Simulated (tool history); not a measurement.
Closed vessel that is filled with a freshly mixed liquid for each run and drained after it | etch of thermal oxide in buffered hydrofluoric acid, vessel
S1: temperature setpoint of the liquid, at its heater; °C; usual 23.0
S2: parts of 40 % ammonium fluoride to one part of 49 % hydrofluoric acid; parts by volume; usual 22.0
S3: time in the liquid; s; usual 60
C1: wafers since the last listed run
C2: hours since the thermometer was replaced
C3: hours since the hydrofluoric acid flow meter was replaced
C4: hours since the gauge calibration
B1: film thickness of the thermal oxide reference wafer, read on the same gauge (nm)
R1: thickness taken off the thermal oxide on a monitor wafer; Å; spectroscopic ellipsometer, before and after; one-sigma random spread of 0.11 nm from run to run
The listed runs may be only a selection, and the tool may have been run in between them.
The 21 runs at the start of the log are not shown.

run	hour	S1	S2	S3	C1	C2	C3	C4	B1	R1
22	1270.9	23.0	27.5	60	2222	469.8	443.3	507.6	89.98	240.8
23	1303.1	23.0	14.5	35	2731	502.0	475.5	539.8	90.01	241.2
24	1371.8	25.5	18.0	35	5827	570.7	544.2	608.5	90.01	223.4
25	1405.8	27.5	22.0	60	2884	604.7	578.2	642.5	90.00	359.2
26	1454.7	23.0	22.0	80	4148	653.6	627.1	691.4	90.03	373.5
27	1514.8	19.5	25.5	75	5098	713.7	687.2	751.5	90.00	260.3
28	1553.0	26.5	22.0	45	3240	751.9	725.4	789.7	89.98	255.4
29	1658.7	23.0	22.0	60	8966	857.6	831.1	895.4	90.02	281.5
30	1853.8	23.0	22.0	30	16550	1052.7	1026.2	1090.5	90.00	140.1
31	1883.4	24.5	22.0	90	2511	1082.3	1055.8	1120.1	89.99	457.4
32	1911.0	23.0	22.0	60	2341	1109.9	1083.4	1147.7	90.01	280.2
33	1966.4	23.0	13.5	60	4699	1165.3	1138.8	1203.1	90.00	442.4
34	2013.7	19.0	16.0	80	4012	1212.6	1186.1	1250.4	90.00	399.4

What if the next run were any one of these 3? Each begins from the tool's condition after run 34:
A	2014.4	23.0	22.0	60	59	1213.3	1186.8	1251.1	?	?
B	2014.4	19.0	13.5	35	59	1213.3	1186.8	1251.1	?	?
C	2014.4	25.5	22.0	60	59	1213.3	1186.8	1251.1	?	?

run	B1	R1
A	90.00	280.6
B	90.00	206.0
C	90.00	321.7
With no hidden state in the tool, these same runs would have given:
run	R1
A	280.6
B	206.0
C	321.7
